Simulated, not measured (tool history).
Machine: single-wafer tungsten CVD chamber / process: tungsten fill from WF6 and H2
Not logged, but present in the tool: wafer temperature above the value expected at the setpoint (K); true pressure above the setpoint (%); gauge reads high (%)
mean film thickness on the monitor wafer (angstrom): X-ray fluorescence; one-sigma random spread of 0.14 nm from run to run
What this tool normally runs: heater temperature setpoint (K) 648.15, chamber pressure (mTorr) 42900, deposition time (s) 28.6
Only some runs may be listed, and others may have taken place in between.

run   hour  heater temperature setpoint (K)  chamber pressure (mTorr)  deposition time (s)  wafers since the last listed run  hours since the last thermocouple change  hours since the last manometer calibration  hours since the showerhead was replaced  hours since the gauge calibration  read-back reference wafer on the same gauge, thickness_nm  mean film thickness on the monitor wafer (angstrom)
  1    0.0                           648.15                     42900                 28.6                                 0                                    1374.1                                      1472.7                                   4324.5                              234.9                                                     60.223                                               546.98
  2   13.8                           648.15                     42900                 28.6                               333                                    1387.9                                      1486.5                                   4338.3                              248.7                                                     60.348                                               547.15
  3   20.9                           648.15                     42900                 28.6                               171                                    1395.0                                      1493.6                                   4345.4                              255.8                                                     60.339                                               547.62
  4   31.4                           648.15                     42900                 26.7                               253                                    1405.5                                      1504.1                                   4355.9                              266.3                                                     60.310                                               510.10
  5   41.4                           648.15                     42900                 26.7                               241                                    1415.5                                      1514.1                                   4365.9                              276.3                                                     60.312                                               511.55
  6   54.1                           648.15                     42900                 26.7                               306                                    1428.2                                      1526.8                                   4378.6                              289.0                                                     60.240                                               509.23
  7   65.4                           648.15                     42900                 28.6                               272                                    1439.5                                      1538.1                                   4389.9                              300.3                                                     60.325                                               546.82
  8   78.6                           648.15                     42900                 28.6                               318                                    1452.7                                      1551.3                                   4403.1                              313.5                                                     60.300                                               545.79
  9   87.3                           648.15                     42900                 28.6                               210                                    1461.4                                      1560.0                                   4411.8                              322.2                                                     60.334                                               543.43
 10   94.4                           648.15                     42900                 28.6                               171                                    1468.5                                      1567.1                                   4418.9                              329.3                                                     60.337                                               545.33
 11  109.8                           648.15                     42900                 28.6                               371                                    1483.9                                      1582.5                                   4434.3                              344.7                                                     60.247                                               547.03
 12  126.6                           648.15                     42900                 28.6                               405                                    1500.7                                      1599.3                                   4451.1                              361.5                                                     60.350                                               541.96
     134.6  -- gauge calibrated
 13  138.8                           648.15                     42900                 28.6                               294                                    1512.9                                      1611.5                                   4463.3                                4.2                                                     60.307                                               544.02
 14  148.5                           648.15                     42900                 28.6                               234                                    1522.6                                      1621.2                                   4473.0                               13.9                                                     60.297                                               543.63
 15  165.3                           648.15                     42900                 28.6                               405                                    1539.4                                      1638.0                                   4489.8                               30.7                                                     60.276                                               541.42
 16  175.5                           652.15                     50500                 25.1                               246                                    1549.6                                      1648.2                                   4500.0                               40.9                                                     60.321                                               551.23
 17  184.2                           662.15                     38800                 24.2                               210                                    1558.3                                      1656.9                                   4508.7                               49.6                                                     60.340                                               613.95
 18  196.3                           653.15                     37800                 26.3                               292                                    1570.4                                      1669.0                                   4520.8                               61.7                                                     60.319                                               539.95
 19  210.7                           648.15                     42900                 28.6                               347                                    1584.8                                      1683.4                                   4535.2                               76.1                                                     60.284                                               539.98
     226.0  -- capacitance manometer re-zeroed and calibrated
     233.6  -- showerhead replaced
 20  234.1                           648.15                     42900                 28.6                               188                                    1608.2                                         8.1                                      0.5                               99.5                                                     60.356                                               541.70
 21  238.8                           657.15                     42900                 31.8                               113                                    1612.9                                        12.8                                      5.2                              104.2                                                     60.285                                               742.42
     251.8  -- thermocouple changed; heater temperature recalibrated
 22  256.6                           648.15                     52600                 32.4                               236                                       4.8                                        30.6                                     23.0                              122.0                                                     60.360                                               729.30
 23  265.0                           648.15                     42900                 28.6                               202                                      13.2                                        39.0                                     31.4                              130.4                                                     60.292                                               603.58
 24  281.1                           648.15                     36800                 32.8                               388                                      29.3                                        55.1                                     47.5                              146.5                                                     60.271                                               657.10
 25  296.0                           654.15                     42900                 26.2                               359                                      44.2                                        70.0                                     62.4                              161.4                                                     60.337                                               631.69
 26  310.5                           660.15                     42900                 27.1                               350                                      58.7                                        84.5                                     76.9                              175.9                                                     60.317                                               748.98
 27  322.9                           648.15                     42900                 28.6                               299                                      71.1                                        96.9                                     89.3                              188.3                                                     60.341                                               599.28
 28  330.0                           648.15                     42900                 28.6                               171                                      78.2                                       104.0                                     96.4                              195.4                                                     60.364                                               599.19
 29  338.9                           648.15                     42900                 28.6                               214                                      87.1                                       112.9                                    105.3                              204.3                                                     60.315                                               598.22
 30  351.9                           633.15                     39200                 25.6                               313                                     100.1                                       125.9                                    118.3                              217.3                                                     60.263                                               360.24

Measured minus without-hidden-state, run by run (identical run-to-run variation in each term; gauge scatter may differ):
run  mean film thickness on the monitor wafer (angstrom)
  1                                               -55.00
  2                                               -55.52
  3                                               -55.83
  4                                               -52.35
  5                                               -52.84
  6                                               -53.03
  7                                               -57.36
  8                                               -57.72
  9                                               -57.79
 10                                               -58.24
 11                                               -58.99
 12                                               -59.05
 13                                               -59.72
 14                                               -60.02
 15                                               -60.39
 16                                               -60.95
 17                                               -64.59
 18                                               -60.10
 19                                               -61.90
 20                                               -62.96
 21                                               -82.49
 22                                                -1.15
 23                                                -1.25
 24                                                -1.99
 25                                                -2.39
 26                                                -3.39
 27                                                -3.31
 28                                                -3.55
 29                                                -3.87
 30                                                -2.79
